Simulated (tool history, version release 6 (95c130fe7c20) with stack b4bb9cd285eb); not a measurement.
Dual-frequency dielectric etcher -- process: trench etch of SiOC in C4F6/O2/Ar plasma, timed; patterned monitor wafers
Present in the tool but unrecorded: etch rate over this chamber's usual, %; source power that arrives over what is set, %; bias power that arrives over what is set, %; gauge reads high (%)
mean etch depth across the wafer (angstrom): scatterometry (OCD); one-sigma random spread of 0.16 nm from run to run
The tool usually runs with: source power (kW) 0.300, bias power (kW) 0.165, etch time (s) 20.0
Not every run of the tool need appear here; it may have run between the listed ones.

run,hour,source power (kW),bias power (kW),etch time (s),wafers since the last listed run,hours since the last wet clean,hours since the last source power generator calibration,hours since the last bias power generator calibration,hours since the last upper electrode change,hours since the gauge calibration,"read-back reference wafer on the same gauge, depth_nm",mean etch depth across the wafer (angstrom)
1,0.0,0.340,0.165,20.0,0,235.7,2585.0,1610.0,2340.7,697.7,27.87,357.0
2,12.6,0.340,0.165,20.0,204,248.3,2597.6,1622.6,2353.3,710.3,27.88,359.2
3,25.4,0.300,0.165,20.0,207,261.1,2610.4,1635.4,2366.1,723.1,27.95,334.2
# hour 121.2: wet clean of the chamber
4,121.7,0.300,0.165,20.0,1171,0.5,2706.7,1731.7,2462.4,819.4,28.13,334.9
5,123.7,0.350,0.165,20.0,32,2.5,2708.7,1733.7,2464.4,821.4,28.13,363.8
6,142.8,0.350,0.165,20.0,309,21.6,2727.8,1752.8,2483.5,840.5,28.16,365.3
7,158.3,0.350,0.165,20.0,251,37.1,2743.3,1768.3,2499.0,856.0,28.20,368.4
8,193.9,0.300,0.165,20.0,576,72.7,2778.9,1803.9,2534.6,891.6,28.27,336.1
# hour 214.6: gauge calibrated
# hour 244.0: upper electrode replaced
9,244.5,0.300,0.165,20.0,430,123.3,2829.5,1854.5,0.5,29.9,27.42,326.3
10,247.8,0.300,0.154,20.0,53,126.6,2832.8,1857.8,3.8,33.2,27.35,321.8
11,265.9,0.300,0.154,20.0,293,144.7,2850.9,1875.9,21.9,51.3,27.37,320.4
12,286.6,0.300,0.154,20.0,335,165.4,2871.6,1896.6,42.6,72.0,27.37,323.1
13,320.9,0.370,0.165,24.0,555,199.7,2905.9,1930.9,76.9,106.3,27.35,439.8
# hour 341.2: bias power generator calibrated
14,349.7,0.320,0.126,23.0,401,228.5,2934.7,8.5,105.7,135.1,27.41,367.8
15,369.2,0.360,0.129,18.0,315,248.0,2954.2,28.0,125.2,154.6,27.40,310.4
# hour 375.4: source power generator calibrated
16,445.1,0.300,0.165,23.0,1164,323.9,69.7,103.9,201.1,230.5,27.42,377.7
17,472.7,0.300,0.165,20.0,447,351.5,97.3,131.5,228.7,258.1,27.48,325.5
# hour 497.8: wet clean of the chamber
18,507.4,0.300,0.165,20.0,173,9.6,132.0,166.2,263.4,292.8,27.46,328.8
19,527.2,0.300,0.165,20.0,320,29.4,151.8,186.0,283.2,312.6,27.51,325.8
20,558.0,0.280,0.165,20.0,498,60.2,182.6,216.8,314.0,343.4,27.51,314.8
21,575.7,0.240,0.203,20.0,286,77.9,200.3,234.5,331.7,361.1,27.52,302.6
22,611.7,0.300,0.165,20.0,583,113.9,236.3,270.5,367.7,397.1,27.56,328.5
23,643.9,0.370,0.165,20.0,521,146.1,268.5,302.7,399.9,429.3,27.61,368.6
24,659.1,0.300,0.165,16.0,246,161.3,283.7,317.9,415.1,444.5,27.64,263.9
25,682.2,0.360,0.130,22.0,374,184.4,306.8,341.0,438.2,467.6,27.69,380.4
26,704.6,0.300,0.165,20.0,362,206.8,329.2,363.4,460.6,490.0,27.69,331.6
27,724.7,0.300,0.165,20.0,325,226.9,349.3,383.5,480.7,510.1,27.70,328.3
28,759.1,0.300,0.165,16.5,557,261.3,383.7,417.9,515.1,544.5,27.80,274.3
29,777.4,0.300,0.148,15.0,296,279.6,402.0,436.2,533.4,562.8,27.77,242.5
30,803.6,0.300,0.165,20.0,424,305.8,428.2,462.4,559.6,589.0,27.84,331.0
31,833.2,0.240,0.165,20.0,479,335.4,457.8,492.0,589.2,618.6,27.92,289.3

Hidden state or all else? Some run-to-run changes of mean etch depth across the wafer (angstrom), split into what the settings, what came in and random variation would give without the hidden state, and what is left for the hidden state (with any gauge scatter that isn't in both results):
Run 3 -> 4: wet clean of the chamber. mean etch depth across the wafer (angstrom) +0.7: hidden state +2.3, all else -1.6.
Run 8 -> 9: gauge calibrated, upper electrode replaced. mean etch depth across the wafer (angstrom) -9.8: hidden state -11.0, all else +1.2.
Run 12 -> 13: source power (kW) 0.300 -> 0.370, bias power (kW) 0.154 -> 0.165, etch time (s) 20.0 -> 24.0. mean etch depth across the wafer (angstrom) +116.7: hidden state +0.9, all else +115.8.
Run 23 -> 24: source power (kW) 0.370 -> 0.300, etch time (s) 20.0 -> 16.0. mean etch depth across the wafer (angstrom) -104.7: hidden state -1.4, all else -103.3.
Run 24 -> 25: source power (kW) 0.300 -> 0.360, bias power (kW) 0.165 -> 0.130, etch time (s) 16.0 -> 22.0. mean etch depth across the wafer (angstrom) +116.5: hidden state +2.2, all else +114.3.
Run 29 -> 30: bias power (kW) 0.148 -> 0.165, etch time (s) 15.0 -> 20.0. mean etch depth across the wafer (angstrom) +88.5: hidden state +2.4, all else +86.1.
